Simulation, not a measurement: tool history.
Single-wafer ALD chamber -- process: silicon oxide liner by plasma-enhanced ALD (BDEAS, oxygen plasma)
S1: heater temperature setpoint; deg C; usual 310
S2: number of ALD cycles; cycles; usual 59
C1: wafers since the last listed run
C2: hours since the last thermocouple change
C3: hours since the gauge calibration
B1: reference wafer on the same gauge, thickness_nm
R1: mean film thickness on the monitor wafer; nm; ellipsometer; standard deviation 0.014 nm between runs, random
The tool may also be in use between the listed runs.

Run 1, hour 0.0: usual settings; C1 0; C2 1159.7; C3 516.3; B1 6.078. Result: R1 5.226 nm.
Run 2, hour 26.4: usual settings; C1 102; C2 1186.1; C3 542.7; B1 6.081. Result: R1 5.213 nm.
Run 3, hour 86.0: usual settings; C1 232; C2 1245.7; C3 602.3; B1 6.079. Result: R1 5.250 nm.
Run 4, hour 115.4: usual settings but S2 53 cycles; C1 114; C2 1275.1; C3 631.7; B1 6.079. Result: R1 4.718 nm.
Run 5, hour 174.7: usual settings; C1 230; C2 1334.4; C3 691.0; B1 6.085. Result: R1 5.217 nm.
Run 6, hour 244.8: usual settings; C1 273; C2 1404.5; C3 761.1; B1 6.081. Result: R1 5.245 nm.
Run 7, hour 285.4: usual settings; C1 158; C2 1445.1; C3 801.7; B1 6.080. Result: R1 5.231 nm.
Run 8, hour 319.4: usual settings but S1 320 deg C, S2 53 cycles; C1 132; C2 1479.1; C3 835.7; B1 6.079. Result: R1 4.636 nm.
Run 9, hour 352.8: usual settings but S1 320 deg C, S2 53 cycles; C1 130; C2 1512.5; C3 869.1; B1 6.079. Result: R1 4.629 nm.
Run 10, hour 410.1: usual settings; C1 223; C2 1569.8; C3 926.4; B1 6.079. Result: R1 5.236 nm.
Run 11, hour 449.7: usual settings; C1 154; C2 1609.4; C3 966.0; B1 6.080. Result: R1 5.240 nm.
At hour 456.4: gauge calibrated.
At hour 468.8: thermocouple changed; heater temperature recalibrated.
Run 12, hour 508.2: usual settings; C1 196; C2 39.4; C3 51.8; B1 6.080. Result: R1 5.220 nm.
Run 13, hour 560.2: usual settings but S2 66 cycles; C1 202; C2 91.4; C3 103.8; B1 6.081. Result: R1 5.833 nm.
Run 14, hour 610.6: usual settings; C1 196; C2 141.8; C3 154.2; B1 6.080. Result: R1 5.202 nm.
Run 15, hour 652.6: usual settings but S1 306 deg C, S2 66 cycles; C1 163; C2 183.8; C3 196.2; B1 6.083. Result: R1 5.903 nm.
Run 16, hour 713.9: usual settings but S1 306 deg C, S2 62 cycles; C1 238; C2 245.1; C3 257.5; B1 6.081. Result: R1 5.522 nm.
Run 17, hour 740.0: usual settings but S2 55 cycles; C1 101; C2 271.2; C3 283.6; B1 6.081. Result: R1 4.874 nm.
Run 18, hour 784.4: usual settings but S1 325 deg C, S2 55 cycles; C1 172; C2 315.6; C3 328.0; B1 6.079. Result: R1 4.789 nm.
Run 19, hour 843.6: usual settings but S1 321 deg C, S2 48 cycles; C1 230; C2 374.8; C3 387.2; B1 6.085. Result: R1 4.221 nm.
Run 20, hour 899.9: usual settings but S1 302 deg C, S2 66 cycles; C1 219; C2 431.1; C3 443.5; B1 6.083. Result: R1 5.929 nm.
Run 21, hour 964.1: usual settings; C1 250; C2 495.3; C3 507.7; B1 6.080. Result: R1 5.227 nm.
Run 22, hour 997.1: usual settings but S1 298 deg C; C1 128; C2 528.3; C3 540.7; B1 6.084. Result: R1 5.349 nm.
Run 23, hour 1065.4: usual settings but S1 324 deg C, S2 65 cycles; C1 266; C2 596.6; C3 609.0; B1 6.078. Result: R1 5.639 nm.
Run 24, hour 1233.8: usual settings but S1 317 deg C, S2 54 cycles; C1 655; C2 765.0; C3 777.4; B1 6.083. Result: R1 4.749 nm.
Run 25, hour 1305.0: usual settings but S1 315 deg C, S2 54 cycles; C1 277; C2 836.2; C3 848.6; B1 6.080. Result: R1 4.748 nm.
At hour 1362.8: gauge calibrated.
Run 26, hour 1363.1: usual settings; C1 226; C2 894.3; C3 0.3; B1 6.080. Result: R1 5.227 nm.

Forecast each of these 3 alternatives for the next run:
Run A, hour 1363.6: usual settings; C1 1; C2 894.8; C3 0.8; B1 ?. Result: R1 ?.
Run B, hour 1363.6: usual settings but S1 304 deg C, S2 49 cycles; C1 1; C2 894.8; C3 0.8; B1 ?. Result: R1 ?.
Run C, hour 1363.6: usual settings but S1 321 deg C, S2 49 cycles; C1 1; C2 894.8; C3 0.8; B1 ?. Result: R1 ?.

run     B1     R1
  A  6.080  5.240
  B  6.080  4.388
  C  6.080  4.287
Take away the tool's hidden state, keep each run's random variation, and the runs would have read:
run     R1
  A  5.240
  B  4.388
  C  4.287

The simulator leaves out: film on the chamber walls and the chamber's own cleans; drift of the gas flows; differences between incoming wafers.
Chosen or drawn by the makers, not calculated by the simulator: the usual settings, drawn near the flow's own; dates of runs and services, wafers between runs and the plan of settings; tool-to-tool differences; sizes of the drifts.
